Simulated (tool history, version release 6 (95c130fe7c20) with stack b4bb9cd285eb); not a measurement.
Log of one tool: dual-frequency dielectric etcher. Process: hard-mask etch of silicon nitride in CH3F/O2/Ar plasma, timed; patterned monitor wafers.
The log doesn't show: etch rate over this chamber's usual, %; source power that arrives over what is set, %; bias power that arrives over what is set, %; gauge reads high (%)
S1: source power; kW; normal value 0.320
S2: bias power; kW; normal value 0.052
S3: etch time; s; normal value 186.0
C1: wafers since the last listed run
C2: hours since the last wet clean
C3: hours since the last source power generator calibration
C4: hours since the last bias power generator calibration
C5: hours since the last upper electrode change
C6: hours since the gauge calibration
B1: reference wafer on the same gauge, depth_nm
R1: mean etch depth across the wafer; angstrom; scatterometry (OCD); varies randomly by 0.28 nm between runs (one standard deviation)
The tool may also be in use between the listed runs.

| run | hour | S1 | S2 | S3 | C1 | C2 | C3 | C4 | C5 | C6 | B1 | R1 |
|---|---|---|---|---|---|---|---|---|---|---|---|---|
| 1 | 0.0 | 0.370 | 0.052 | 186.0 | 0 | 388.1 | 3370.8 | 1032.0 | 4241.5 | 418.2 | 109.0 | 1162 |
| 2 | 65.0 | 0.320 | 0.052 | 146.0 | 634 | 453.1 | 3435.8 | 1097.0 | 4306.5 | 483.2 | 109.0 | 855 |
|  | 185.2 | wet clean of the chamber |
| 3 | 185.7 | 0.320 | 0.058 | 186.0 | 944 | 0.5 | 3556.5 | 1217.7 | 4427.2 | 603.9 | 109.0 | 1119 |
| 4 | 384.2 | 0.320 | 0.045 | 186.0 | 1937 | 199.0 | 3755.0 | 1416.2 | 4625.7 | 802.4 | 109.0 | 1050 |
| 5 | 466.8 | 0.350 | 0.052 | 150.0 | 806 | 281.6 | 3837.6 | 1498.8 | 4708.3 | 885.0 | 109.1 | 911 |
| 6 | 529.4 | 0.350 | 0.052 | 150.0 | 611 | 344.2 | 3900.2 | 1561.4 | 4770.9 | 947.6 | 109.1 | 919 |
|  | 624.4 | upper electrode replaced |
| 7 | 630.7 | 0.350 | 0.052 | 150.0 | 754 | 445.5 | 4001.5 | 1662.7 | 6.3 | 1048.9 | 109.0 | 915 |
| 8 | 677.4 | 0.320 | 0.052 | 186.0 | 455 | 492.2 | 4048.2 | 1709.4 | 53.0 | 1095.6 | 109.0 | 1091 |
|  | 771.6 | wet clean of the chamber |
| 9 | 775.5 | 0.320 | 0.052 | 186.0 | 723 | 3.9 | 4146.3 | 1807.5 | 151.1 | 1193.7 | 109.0 | 1096 |
| 10 | 835.3 | 0.320 | 0.052 | 186.0 | 583 | 63.7 | 4206.1 | 1867.3 | 210.9 | 1253.5 | 109.0 | 1091 |
| 11 | 915.5 | 0.370 | 0.061 | 186.0 | 782 | 143.9 | 4286.3 | 1947.5 | 291.1 | 1333.7 | 108.9 | 1214 |
| 12 | 989.8 | 0.320 | 0.052 | 186.0 | 725 | 218.2 | 4360.6 | 2021.8 | 365.4 | 1408.0 | 109.0 | 1086 |
| 13 | 1084.2 | 0.250 | 0.052 | 143.0 | 921 | 312.6 | 4455.0 | 2116.2 | 459.8 | 1502.4 | 108.9 | 752 |
| 14 | 1130.0 | 0.380 | 0.065 | 205.5 | 447 | 358.4 | 4500.8 | 2162.0 | 505.6 | 1548.2 | 109.0 | 1375 |
|  | 1205.9 | source power generator calibrated |
|  | 1408.2 | wet clean of the chamber |
| 15 | 1451.9 | 0.270 | 0.059 | 228.0 | 2869 | 43.7 | 246.0 | 2483.9 | 827.5 | 1870.1 | 109.1 | 1285 |
| 16 | 1532.5 | 0.280 | 0.046 | 219.5 | 786 | 124.3 | 326.6 | 2564.5 | 908.1 | 1950.7 | 109.1 | 1181 |
| 17 | 1593.5 | 0.350 | 0.052 | 165.5 | 595 | 185.3 | 387.6 | 2625.5 | 969.1 | 2011.7 | 109.0 | 1010 |
| 18 | 1685.6 | 0.320 | 0.052 | 186.0 | 899 | 277.4 | 479.7 | 2717.6 | 1061.2 | 2103.8 | 109.0 | 1088 |
| 19 | 1756.1 | 0.320 | 0.052 | 216.5 | 688 | 347.9 | 550.2 | 2788.1 | 1131.7 | 2174.3 | 109.0 | 1269 |
| 20 | 1840.4 | 0.370 | 0.052 | 186.0 | 822 | 432.2 | 634.5 | 2872.4 | 1216.0 | 2258.6 | 109.0 | 1158 |
|  | 1850.8 | gauge calibrated |
|  | 1854.7 | bias power generator calibrated |
| 21 | 1944.9 | 0.370 | 0.061 | 186.0 | 981 | 536.7 | 739.0 | 90.2 | 1320.5 | 94.1 | 109.0 | 1214 |
|  | 2060.2 | wet clean of the chamber |
| 22 | 2060.7 | 0.250 | 0.062 | 141.0 | 896 | 0.5 | 854.8 | 206.0 | 1436.3 | 209.9 | 109.0 | 779 |
| 23 | 2134.5 | 0.320 | 0.063 | 186.0 | 720 | 74.3 | 928.6 | 279.8 | 1510.1 | 283.7 | 109.1 | 1145 |
| 24 | 2180.6 | 0.370 | 0.052 | 142.0 | 450 | 120.4 | 974.7 | 325.9 | 1556.2 | 329.8 | 108.9 | 888 |
| 25 | 2254.9 | 0.250 | 0.056 | 214.5 | 725 | 194.7 | 1049.0 | 400.2 | 1630.5 | 404.1 | 109.0 | 1148 |
| 26 | 2353.0 | 0.240 | 0.064 | 209.0 | 957 | 292.8 | 1147.1 | 498.3 | 1728.6 | 502.2 | 109.0 | 1141 |
| 27 | 2443.1 | 0.320 | 0.052 | 186.0 | 879 | 382.9 | 1237.2 | 588.4 | 1818.7 | 592.3 | 109.0 | 1092 |
| 28 | 2526.2 | 0.300 | 0.039 | 186.0 | 811 | 466.0 | 1320.3 | 671.5 | 1901.8 | 675.4 | 109.0 | 991 |
| 29 | 2615.1 | 0.320 | 0.048 | 137.0 | 867 | 554.9 | 1409.2 | 760.4 | 1990.7 | 764.3 | 109.1 | 786 |

Branching from run 29: 5 alternative next runs. What would each branch give?
| A | 2615.6 | 0.320 | 0.052 | 186.0 | 4 | 555.4 | 1409.7 | 760.9 | 1991.2 | 764.8 | ? | ? |
| B | 2615.6 | 0.350 | 0.049 | 186.0 | 4 | 555.4 | 1409.7 | 760.9 | 1991.2 | 764.8 | ? | ? |
| C | 2615.6 | 0.320 | 0.061 | 232.5 | 4 | 555.4 | 1409.7 | 760.9 | 1991.2 | 764.8 | ? | ? |
| D | 2615.6 | 0.300 | 0.052 | 209.5 | 4 | 555.4 | 1409.7 | 760.9 | 1991.2 | 764.8 | ? | ? |
| E | 2615.6 | 0.280 | 0.044 | 186.0 | 4 | 555.4 | 1409.7 | 760.9 | 1991.2 | 764.8 | ? | ? |

| run | B1 | R1 |
|---|---|---|
| A | 109.0 | 1087 |
| B | 109.0 | 1115 |
| C | 109.0 | 1416 |
| D | 109.0 | 1190 |
| E | 109.0 | 984 |
What these runs would have given with no unlogged condition in the tool:
| run | R1 |
|---|---|
| A | 1087 |
| B | 1115 |
| C | 1416 |
| D | 1190 |
| E | 984 |
